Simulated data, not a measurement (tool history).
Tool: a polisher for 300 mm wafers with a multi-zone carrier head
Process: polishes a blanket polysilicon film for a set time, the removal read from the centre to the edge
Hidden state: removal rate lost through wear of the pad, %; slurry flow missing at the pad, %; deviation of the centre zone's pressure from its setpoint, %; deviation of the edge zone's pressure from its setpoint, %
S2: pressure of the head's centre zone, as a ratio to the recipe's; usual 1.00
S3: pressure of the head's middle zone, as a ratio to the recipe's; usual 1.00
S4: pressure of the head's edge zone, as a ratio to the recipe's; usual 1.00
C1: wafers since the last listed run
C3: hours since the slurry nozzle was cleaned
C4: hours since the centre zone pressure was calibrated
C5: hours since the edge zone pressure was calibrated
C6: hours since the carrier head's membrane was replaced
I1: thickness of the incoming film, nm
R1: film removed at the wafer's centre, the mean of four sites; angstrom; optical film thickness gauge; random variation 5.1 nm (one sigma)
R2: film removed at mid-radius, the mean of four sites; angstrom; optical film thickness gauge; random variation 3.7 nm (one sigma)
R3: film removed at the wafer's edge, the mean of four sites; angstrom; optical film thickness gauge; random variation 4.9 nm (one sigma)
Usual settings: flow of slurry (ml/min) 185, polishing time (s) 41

{"run": 1, "day": 0.0, "flow of slurry (ml/min)": 160, "S2": 1.0, "S3": 1.0, "S4": 1.0, "polishing time (s)": 41, "C1": 0, "wafers polished on this pad": 703, "C3": 340.8, "C4": 870.8, "C5": 101.9, "C6": 796.9, "I1": 1046.4, "R1": 3541, "R2": 3629, "R3": 3659}
{"day": 3.688, "done": "centre zone pressure recalibrated"}
{"day": 7.288, "done": "slurry nozzle cleaned"}
{"run": 2, "day": 11.579, "flow of slurry (ml/min)": 160, "S2": 1.0, "S3": 1.0, "S4": 1.0, "polishing time (s)": 41, "C1": 2907, "wafers polished on this pad": 3611, "C3": 103.0, "C4": 189.4, "C5": 379.8, "C6": 1074.8, "I1": 1021.9, "R1": 3355, "R2": 3333, "R3": 3542}
{"day": 12.079, "done": "carrier head's membrane replaced by a new one"}
{"day": 13.179, "done": "edge zone pressure recalibrated"}
{"day": 14.062, "done": "worn pad replaced by a new one"}
{"run": 3, "day": 15.992, "flow of slurry (ml/min)": 160, "S2": 1.0, "S3": 1.0, "S4": 1.0, "polishing time (s)": 41, "C1": 1003, "wafers polished on this pad": 489, "C3": 208.9, "C4": 295.3, "C5": 67.5, "C6": 93.9, "I1": 1036.9, "R1": 3560, "R2": 3687, "R3": 3683}
{"run": 4, "day": 18.842, "flow of slurry (ml/min)": 185, "S2": 1.0, "S3": 1.0, "S4": 1.04, "polishing time (s)": 41, "C1": 723, "wafers polished on this pad": 1213, "C3": 277.3, "C4": 363.7, "C5": 135.9, "C6": 162.3, "I1": 1055.3, "R1": 3698, "R2": 3717, "R3": 3858}
{"run": 5, "day": 23.079, "flow of slurry (ml/min)": 185, "S2": 1.0, "S3": 1.0, "S4": 1.04, "polishing time (s)": 41, "C1": 1075, "wafers polished on this pad": 2288, "C3": 379.0, "C4": 465.4, "C5": 237.6, "C6": 264.0, "I1": 1046.0, "R1": 3702, "R2": 3647, "R3": 3675}
{"run": 6, "day": 25.354, "flow of slurry (ml/min)": 185, "S2": 1.0, "S3": 1.0, "S4": 1.0, "polishing time (s)": 41, "C1": 577, "wafers polished on this pad": 2866, "C3": 433.6, "C4": 520.0, "C5": 292.2, "C6": 318.6, "I1": 1034.4, "R1": 3664, "R2": 3594, "R3": 3605}
{"day": 27.262, "done": "slurry nozzle cleaned"}
{"day": 30.012, "done": "edge zone pressure recalibrated"}
{"day": 30.05, "done": "worn pad replaced by a new one"}
{"run": 7, "day": 36.471, "flow of slurry (ml/min)": 185, "S2": 1.0, "S3": 1.0, "S4": 1.09, "polishing time (s)": 41, "C1": 2781, "wafers polished on this pad": 1629, "C3": 221.0, "C4": 786.8, "C5": 155.0, "C6": 585.4, "I1": 1037.1, "R1": 3741, "R2": 3645, "R3": 3807}
{"day": 46.275, "done": "worn pad replaced by a new one"}
{"day": 47.562, "done": "slurry nozzle cleaned"}
{"day": 47.583, "done": "carrier head's membrane replaced by a new one"}
{"run": 8, "day": 47.604, "flow of slurry (ml/min)": 185, "S2": 1.0, "S3": 1.0, "S4": 1.09, "polishing time (s)": 41, "C1": 2767, "wafers polished on this pad": 320, "C3": 1.0, "C4": 1054.0, "C5": 422.2, "C6": 0.5, "I1": 1042.9, "R1": 3776, "R2": 3687, "R3": 3868}
{"day": 48.225, "done": "centre zone pressure recalibrated"}
{"day": 48.754, "done": "edge zone pressure recalibrated"}
{"run": 9, "day": 49.592, "flow of slurry (ml/min)": 185, "S2": 1.0, "S3": 1.0, "S4": 1.0, "polishing time (s)": 41, "C1": 462, "wafers polished on this pad": 783, "C3": 48.7, "C4": 32.8, "C5": 20.1, "C6": 48.2, "I1": 1040.5, "R1": 3700, "R2": 3712, "R3": 3887}
{"run": 10, "day": 53.95, "flow of slurry (ml/min)": 185, "S2": 1.0, "S3": 1.0, "S4": 1.0, "polishing time (s)": 41, "C1": 1106, "wafers polished on this pad": 1889, "C3": 153.3, "C4": 137.4, "C5": 124.7, "C6": 152.8, "I1": 1044.4, "R1": 3618, "R2": 3618, "R3": 3758}
{"run": 11, "day": 57.325, "flow of slurry (ml/min)": 185, "S2": 1.0, "S3": 1.0, "S4": 1.0, "polishing time (s)": 41, "C1": 856, "wafers polished on this pad": 2746, "C3": 234.3, "C4": 218.4, "C5": 205.7, "C6": 233.8, "I1": 1044.3, "R1": 3497, "R2": 3544, "R3": 3644}
{"run": 12, "day": 60.504, "flow of slurry (ml/min)": 205, "S2": 0.88, "S3": 1.0, "S4": 1.0, "polishing time (s)": 41, "C1": 807, "wafers polished on this pad": 3553, "C3": 310.6, "C4": 294.7, "C5": 282.0, "C6": 310.1, "I1": 1054.8, "R1": 3164, "R2": 3566, "R3": 3578}
{"day": 61.592, "done": "worn pad replaced by a new one"}
{"run": 13, "day": 63.042, "flow of slurry (ml/min)": 185, "S2": 1.0, "S3": 1.0, "S4": 1.0, "polishing time (s)": 41, "C1": 601, "wafers polished on this pad": 368, "C3": 371.5, "C4": 355.6, "C5": 342.9, "C6": 371.0, "I1": 1053.6, "R1": 3586, "R2": 3723, "R3": 3797}
{"day": 67.746, "done": "edge zone pressure recalibrated"}
{"day": 68.004, "done": "slurry nozzle cleaned"}
{"run": 14, "day": 69.212, "flow of slurry (ml/min)": 215, "S2": 1.0, "S3": 1.04, "S4": 1.0, "polishing time (s)": 32, "C1": 1534, "wafers polished on this pad": 1902, "C3": 29.0, "C4": 503.7, "C5": 35.2, "C6": 519.1, "I1": 1040.7, "R1": 2946, "R2": 2898, "R3": 2943}
{"run": 15, "day": 71.538, "flow of slurry (ml/min)": 205, "S2": 1.0, "S3": 1.0, "S4": 1.0, "polishing time (s)": 41, "C1": 590, "wafers polished on this pad": 2493, "C3": 84.8, "C4": 559.5, "C5": 91.0, "C6": 574.9, "I1": 1037.7, "R1": 3555, "R2": 3652, "R3": 3713}
{"run": 16, "day": 73.579, "flow of slurry (ml/min)": 185, "S2": 0.92, "S3": 1.0, "S4": 0.97, "polishing time (s)": 31, "C1": 518, "wafers polished on this pad": 3011, "C3": 133.8, "C4": 608.5, "C5": 140.0, "C6": 623.9, "I1": 1056.5, "R1": 2414, "R2": 2611, "R3": 2632}
{"run": 17, "day": 76.862, "flow of slurry (ml/min)": 185, "S2": 1.0, "S3": 1.0, "S4": 1.0, "polishing time (s)": 41, "C1": 833, "wafers polished on this pad": 3844, "C3": 212.6, "C4": 687.3, "C5": 218.8, "C6": 702.7, "I1": 1042.1, "R1": 3464, "R2": 3444, "R3": 3552}
{"run": 18, "day": 79.867, "flow of slurry (ml/min)": 215, "S2": 1.0, "S3": 1.0, "S4": 1.0, "polishing time (s)": 45, "C1": 762, "wafers polished on this pad": 4607, "C3": 284.7, "C4": 759.4, "C5": 290.9, "C6": 774.8, "I1": 1051.6, "R1": 3755, "R2": 3766, "R3": 3734}
{"day": 81.642, "done": "worn pad replaced by a new one"}
{"day": 83.579, "done": "edge zone pressure recalibrated"}
{"run": 19, "day": 83.767, "flow of slurry (ml/min)": 220, "S2": 1.03, "S3": 1.0, "S4": 0.93, "polishing time (s)": 49, "C1": 926, "wafers polished on this pad": 518, "C3": 378.3, "C4": 853.0, "C5": 4.5, "C6": 868.4, "I1": 1030.7, "R1": 4680, "R2": 4479, "R3": 4534}
{"day": 85.642, "done": "centre zone pressure recalibrated"}
{"day": 86.088, "done": "carrier head's membrane replaced by a new one"}
{"run": 20, "day": 87.912, "flow of slurry (ml/min)": 185, "S2": 0.88, "S3": 1.0, "S4": 1.0, "polishing time (s)": 46, "C1": 978, "wafers polished on this pad": 1497, "C3": 477.8, "C4": 54.5, "C5": 104.0, "C6": 43.8, "I1": 1030.5, "R1": 3715, "R2": 4161, "R3": 4210}
{"day": 89.317, "done": "slurry nozzle cleaned"}
{"run": 21, "day": 89.758, "flow of slurry (ml/min)": 235, "S2": 1.1, "S3": 1.0, "S4": 1.0, "polishing time (s)": 41, "C1": 458, "wafers polished on this pad": 1955, "C3": 10.6, "C4": 98.8, "C5": 148.3, "C6": 88.1, "I1": 1048.6, "R1": 4181, "R2": 3781, "R3": 3816}

4 ways to go on from here, each from the tool as it stands after run 21. What would each give?
{"run": "A", "day": 89.775, "flow of slurry (ml/min)": 185, "S2": 1.0, "S3": 1.0, "S4": 1.0, "polishing time (s)": 41, "C1": 4, "wafers polished on this pad": 1959, "C3": 11.0, "C4": 99.2, "C5": 148.7, "C6": 88.5, "I1": 1040.2, "R1": "?", "R2": "?", "R3": "?"}
{"run": "B", "day": 89.775, "flow of slurry (ml/min)": 155, "S2": 0.95, "S3": 0.94, "S4": 1.0, "polishing time (s)": 41, "C1": 4, "wafers polished on this pad": 1959, "C3": 11.0, "C4": 99.2, "C5": 148.7, "C6": 88.5, "I1": 1040.2, "R1": "?", "R2": "?", "R3": "?"}
{"run": "C", "day": 89.775, "flow of slurry (ml/min)": 185, "S2": 1.0, "S3": 1.0, "S4": 0.91, "polishing time (s)": 41, "C1": 4, "wafers polished on this pad": 1959, "C3": 11.0, "C4": 99.2, "C5": 148.7, "C6": 88.5, "I1": 1040.2, "R1": "?", "R2": "?", "R3": "?"}
{"run": "D", "day": 89.775, "flow of slurry (ml/min)": 130, "S2": 1.08, "S3": 0.96, "S4": 1.03, "polishing time (s)": 41, "C1": 4, "wafers polished on this pad": 1959, "C3": 11.0, "C4": 99.2, "C5": 148.7, "C6": 88.5, "I1": 1040.2, "R1": "?", "R2": "?", "R3": "?"}

run=A R1=3628 R2=3627 R3=3693
run=B R1=3320 R2=3414 R3=3607
run=C R1=3628 R2=3627 R3=3538
run=D R1=3612 R2=3310 R3=3554
Without the tool's hidden state the same runs would have given:
run=A R1=3705 R2=3704 R3=3771
run=B R1=3391 R2=3487 R3=3684
run=C R1=3705 R2=3705 R3=3613
run=D R1=3689 R2=3380 R3=3630

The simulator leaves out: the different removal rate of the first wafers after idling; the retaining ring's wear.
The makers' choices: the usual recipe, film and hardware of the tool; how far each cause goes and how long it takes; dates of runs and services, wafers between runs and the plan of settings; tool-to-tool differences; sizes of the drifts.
